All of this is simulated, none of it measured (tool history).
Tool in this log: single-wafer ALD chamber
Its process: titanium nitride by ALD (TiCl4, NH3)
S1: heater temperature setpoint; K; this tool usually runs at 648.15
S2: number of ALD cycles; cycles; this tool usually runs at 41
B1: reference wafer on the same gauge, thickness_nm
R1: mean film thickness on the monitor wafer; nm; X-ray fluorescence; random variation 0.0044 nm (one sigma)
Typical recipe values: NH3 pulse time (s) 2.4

run 1 hour=0 | S1=648.15 S2=41 NH3_pulse_time_(s)=2.4 | B1=0.843 | R1=0.97
run 2 hour=68.9 | S1=648.15 S2=41 NH3_pulse_time_(s)=2.4 | B1=0.842 | R1=0.976
run 3 hour=151.3 | S1=648.15 S2=41 NH3_pulse_time_(s)=2.4 | B1=0.841 | R1=0.974
run 4 hour=244.2 | S1=648.15 S2=41 NH3_pulse_time_(s)=2.4 | B1=0.843 | R1=0.977
run 5 hour=347.5 | S1=648.15 S2=41 NH3_pulse_time_(s)=2.4 | B1=0.841 | R1=0.984
-- hour=405.4 thermocouple changed; heater temperature recalibrated
run 6 hour=405.9 | S1=648.15 S2=41 NH3_pulse_time_(s)=2.4 | B1=0.843 | R1=0.979
run 7 hour=452.6 | S1=648.15 S2=41 NH3_pulse_time_(s)=2.4 | B1=0.843 | R1=0.976
run 8 hour=513 | S1=648.15 S2=41 NH3_pulse_time_(s)=2.4 | B1=0.841 | R1=0.973
run 9 hour=564.6 | S1=648.15 S2=41 NH3_pulse_time_(s)=2.4 | B1=0.842 | R1=0.978
run 10 hour=624.4 | S1=648.15 S2=41 NH3_pulse_time_(s)=2.02 | B1=0.841 | R1=0.967
run 11 hour=696.5 | S1=648.15 S2=41 NH3_pulse_time_(s)=2.02 | B1=0.841 | R1=0.963
run 12 hour=735 | S1=648.15 S2=41 NH3_pulse_time_(s)=2.02 | B1=0.841 | R1=0.97
run 13 hour=796.9 | S1=648.15 S2=41 NH3_pulse_time_(s)=2.4 | B1=0.843 | R1=0.984
run 14 hour=858.6 | S1=648.15 S2=41 NH3_pulse_time_(s)=2.4 | B1=0.842 | R1=0.978
run 15 hour=897.4 | S1=648.15 S2=41 NH3_pulse_time_(s)=2.4 | B1=0.841 | R1=0.977
run 16 hour=965.2 | S1=655.15 S2=41 NH3_pulse_time_(s)=2.4 | B1=0.841 | R1=0.986
run 17 hour=1038.9 | S1=648.15 S2=41 NH3_pulse_time_(s)=2.88 | B1=0.842 | R1=0.984
run 18 hour=1123 | S1=648.15 S2=41 NH3_pulse_time_(s)=2.4 | B1=0.84 | R1=0.977
run 19 hour=1179.7 | S1=648.15 S2=41 NH3_pulse_time_(s)=1.77 | B1=0.842 | R1=0.966
-- hour=1204.3 gauge calibrated
run 20 hour=1272.9 | S1=635.15 S2=41 NH3_pulse_time_(s)=2.96 | B1=0.842 | R1=0.971
run 21 hour=1349.5 | S1=642.15 S2=41 NH3_pulse_time_(s)=2.4 | B1=0.841 | R1=0.962
run 22 hour=1411.9 | S1=660.15 S2=41 NH3_pulse_time_(s)=1.45 | B1=0.842 | R1=0.965
run 23 hour=1519.9 | S1=648.15 S2=41 NH3_pulse_time_(s)=2.4 | B1=0.839 | R1=0.976
-- hour=1557.2 thermocouple changed; heater temperature recalibrated
run 24 hour=1570.8 | S1=648.15 S2=45 NH3_pulse_time_(s)=2.7 | B1=0.841 | R1=1.08
run 25 hour=1659.3 | S1=648.15 S2=41 NH3_pulse_time_(s)=1.77 | B1=0.843 | R1=0.963
run 26 hour=1704.7 | S1=636.15 S2=41 NH3_pulse_time_(s)=2.98 | B1=0.842 | R1=0.976
run 27 hour=1757.8 | S1=648.15 S2=41 NH3_pulse_time_(s)=2.4 | B1=0.842 | R1=0.979
-- hour=1780.5 showerhead replaced
run 28 hour=1799.4 | S1=658.15 S2=44 NH3_pulse_time_(s)=1.54 | B1=0.844 | R1=1.031
run 29 hour=1891.6 | S1=635.15 S2=37 NH3_pulse_time_(s)=2.4 | B1=0.843 | R1=0.864
run 30 hour=1962.6 | S1=662.15 S2=41 NH3_pulse_time_(s)=2.68 | B1=0.842 | R1=0.989
run 31 hour=2020 | S1=652.15 S2=41 NH3_pulse_time_(s)=2.4 | B1=0.841 | R1=0.969
run 32 hour=2078.2 | S1=636.15 S2=39 NH3_pulse_time_(s)=3.14 | B1=0.843 | R1=0.925
run 33 hour=2136.6 | S1=648.15 S2=41 NH3_pulse_time_(s)=2.4 | B1=0.843 | R1=0.981
run 34 hour=2187 | S1=648.15 S2=41 NH3_pulse_time_(s)=1.53 | B1=0.842 | R1=0.945
run 35 hour=2244.5 | S1=648.15 S2=41 NH3_pulse_time_(s)=2.4 | B1=0.843 | R1=0.985
run 36 hour=2302.3 | S1=658.15 S2=49 NH3_pulse_time_(s)=2.12 | B1=0.842 | R1=1.171
run 37 hour=2404.8 | S1=659.15 S2=41 NH3_pulse_time_(s)=2.4 | B1=0.842 | R1=0.986
run 38 hour=2473 | S1=655.15 S2=46 NH3_pulse_time_(s)=2.4 | B1=0.842 | R1=1.104
run 39 hour=2580 | S1=648.15 S2=41 NH3_pulse_time_(s)=2.4 | B1=0.844 | R1=0.97
-- hour=2684.8 thermocouple changed; heater temperature recalibrated
run 40 hour=2685.3 | S1=648.15 S2=41 NH3_pulse_time_(s)=2.4 | B1=0.843 | R1=0.981

Branching from run 40: 4 alternative next runs. What would each branch give?
run A hour=2685.8 | S1=648.15 S2=49 NH3_pulse_time_(s)=2.4 | B1=? | R1=?
run B hour=2685.8 | S1=640.15 S2=34 NH3_pulse_time_(s)=2.4 | B1=? | R1=?
run C hour=2685.8 | S1=648.15 S2=41 NH3_pulse_time_(s)=2.08 | B1=? | R1=?
run D hour=2685.8 | S1=648.15 S2=48 NH3_pulse_time_(s)=2.4 | B1=? | R1=?

run=A B1=0.843 R1=1.165
run=B B1=0.843 R1=0.798
run=C B1=0.843 R1=0.967
run=D B1=0.843 R1=1.141
Without the tool's unlogged condition, the same runs would have read:
run=A R1=1.165
run=B R1=0.798
run=C R1=0.967
run=D R1=1.141

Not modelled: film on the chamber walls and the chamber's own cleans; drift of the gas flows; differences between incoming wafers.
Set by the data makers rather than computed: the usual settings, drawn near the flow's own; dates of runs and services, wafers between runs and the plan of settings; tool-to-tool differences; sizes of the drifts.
